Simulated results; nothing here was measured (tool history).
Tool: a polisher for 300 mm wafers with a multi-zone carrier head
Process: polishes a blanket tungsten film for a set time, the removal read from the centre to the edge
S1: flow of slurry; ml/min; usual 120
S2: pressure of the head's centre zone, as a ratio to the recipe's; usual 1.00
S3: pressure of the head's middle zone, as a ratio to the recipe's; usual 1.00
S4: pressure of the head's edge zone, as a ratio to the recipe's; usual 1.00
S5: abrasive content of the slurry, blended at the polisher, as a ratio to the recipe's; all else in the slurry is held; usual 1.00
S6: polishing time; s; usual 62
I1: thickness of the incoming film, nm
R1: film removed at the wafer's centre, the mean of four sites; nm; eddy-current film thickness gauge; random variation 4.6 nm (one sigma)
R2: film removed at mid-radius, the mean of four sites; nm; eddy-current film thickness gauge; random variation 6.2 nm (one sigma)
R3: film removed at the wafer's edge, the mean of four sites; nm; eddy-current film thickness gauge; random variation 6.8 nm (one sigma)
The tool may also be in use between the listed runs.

run,day,S1,S2,S3,S4,S5,S6,I1,R1,R2,R3
1,0.000,120,1.00,1.00,1.08,1.00,62,1581.8,421.4,428.8,446.2
# day 1.254: carrier head's membrane replaced by a new one
2,1.692,80,1.00,0.93,1.10,1.00,62,1566.3,365.1,356.6,421.8
3,4.158,120,1.00,1.00,1.00,1.30,62,1594.8,432.1,444.4,452.5
# day 4.733: centre zone pressure recalibrated
4,5.762,120,1.00,1.07,0.91,1.00,62,1569.4,396.6,427.6,399.2
5,7.762,120,1.00,1.00,1.03,1.00,62,1575.9,398.5,392.3,426.5
6,10.112,95,1.00,0.88,1.00,1.00,62,1567.7,367.4,340.6,396.3
# day 11.092: slurry nozzle cleaned
# day 11.358: worn pad replaced by a new one
7,12.092,120,1.00,1.00,1.00,1.00,62,1589.0,455.2,457.9,458.6
8,14.954,120,0.97,1.00,1.00,1.10,62,1566.4,436.4,463.7,462.9
9,16.579,120,0.92,1.10,0.95,0.80,62,1591.0,374.8,448.5,397.5
10,18.967,120,1.00,1.00,1.00,1.00,62,1586.8,424.8,441.3,438.0
# day 20.179: edge zone pressure recalibrated
11,20.633,120,0.91,1.00,1.00,1.00,62,1557.3,378.2,434.3,425.0
# day 21.329: centre zone pressure recalibrated
12,22.112,105,0.96,1.00,1.00,1.00,42,1547.2,254.6,278.3,285.4
13,24.546,150,1.00,1.00,0.94,1.00,40,1579.2,275.5,278.8,270.1
# day 25.079: worn pad replaced by a new one
14,26.321,140,0.89,0.96,1.00,1.00,62,1575.7,374.3,421.3,438.9
15,29.025,120,1.00,1.00,1.09,1.15,49,1590.8,328.1,344.7,354.0
16,30.512,120,1.00,1.00,1.00,1.25,62,1553.7,428.3,441.3,435.3
17,32.871,120,1.00,1.00,1.00,1.00,62,1569.0,396.8,409.0,420.1
18,34.375,120,1.00,0.95,1.00,1.00,54,1593.0,348.0,341.2,365.5
19,35.546,120,1.00,0.94,1.00,1.00,41,1565.7,257.9,253.1,273.0
# day 35.771: slurry nozzle cleaned
20,38.508,120,1.00,0.93,1.00,0.90,62,1582.4,420.6,408.6,412.0
# day 40.750: worn pad replaced by a new one
21,40.996,155,1.00,1.00,1.00,1.10,62,1578.6,486.2,473.8,469.9

Forecast each of these 4 alternatives for the next run:
A,41.012,120,1.00,1.00,1.00,1.00,62,1591.1,?,?,?
B,41.012,105,1.00,1.00,0.97,1.00,62,1591.1,?,?,?
C,41.012,110,1.06,1.00,1.00,1.20,50,1591.1,?,?,?
D,41.012,120,1.00,0.96,1.00,1.00,78,1591.1,?,?,?

run,R1,R2,R3
A,442.4,441.3,442.4
B,428.3,429.0,427.8
C,389.5,367.3,370.5
D,556.4,536.5,556.9
Without the tool's hidden state the same runs would have given:
run,R1,R2,R3
A,470.4,466.0,460.3
B,457.9,455.1,446.2
C,415.6,389.0,386.1
D,591.6,566.5,579.4
